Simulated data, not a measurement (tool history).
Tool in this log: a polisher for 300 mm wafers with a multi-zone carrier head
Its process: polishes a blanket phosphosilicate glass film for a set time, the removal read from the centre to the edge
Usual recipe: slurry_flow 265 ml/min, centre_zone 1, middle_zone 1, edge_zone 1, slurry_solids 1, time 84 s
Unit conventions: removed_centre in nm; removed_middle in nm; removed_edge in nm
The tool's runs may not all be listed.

run    day  slurry_flow  centre_zone  middle_zone  edge_zone  slurry_solids  time  incoming thickness of the incoming film, nm  removed_centre  removed_middle  removed_edge
  1      0          300            1            1          1              1    84                                       4118.8           506.4           521.5         519.8
  2  0.712          300            1            1          1              1    84                                       4041.1           504.9           521.6         515.5
  3  2.104          265            1            1          1              1    84                                       4114.8           484.5           499.4         500.9
     2.304  -- edge zone pressure recalibrated
     2.558  -- worn pad replaced by a new one
  4  2.708          265            1            1          1              1    84                                       4089.9             479           495.2         492.7
     2.929  -- slurry nozzle cleaned
  5  3.408          265            1            1          1              1    84                                       4092.1           516.2           522.7         527.3
  6  3.858          265            1            1          1              1    84                                       4043.3           506.6           523.8         530.8
  7  4.412          265            1         0.95       0.95              1    66                                       4046.8           407.5           400.4         402.6
  8  4.979          315            1            1       0.93              1    84                                       4125.7             532           537.7         508.4
  9  5.508          265            1         1.03       1.08              1    84                                       4090.4           518.1           536.9         555.9
 10  5.883          265         1.06         1.03          1              1    84                                       4081.5           540.6           538.1         530.8
     6.112  -- worn pad replaced by a new one
     6.312  -- centre zone pressure recalibrated
 11  6.488          265            1            1          1              1    84                                       4145.2           520.7           523.1         518.3
 12  6.883          265         0.92            1       1.09              1    84                                       4044.1           473.1           523.2           546
 13  7.183          265            1            1          1              1    84                                       4144.3           513.5           523.3         519.6

Predict the results of run 14:
     7.746  -- carrier head's membrane replaced by a new one
 14  7.908          295            1         1.09          1            0.7    61                                       4002.8               ?               ?             ?

Logged for run 14: removed_centre 324.9 nm, removed_middle 347 nm, removed_edge 334.3 nm.
With the hidden condition absent and the run-to-run variation left alone, this run would have shown removed_centre 326.9 nm, removed_middle 348.8 nm, removed_edge 335.6 nm.
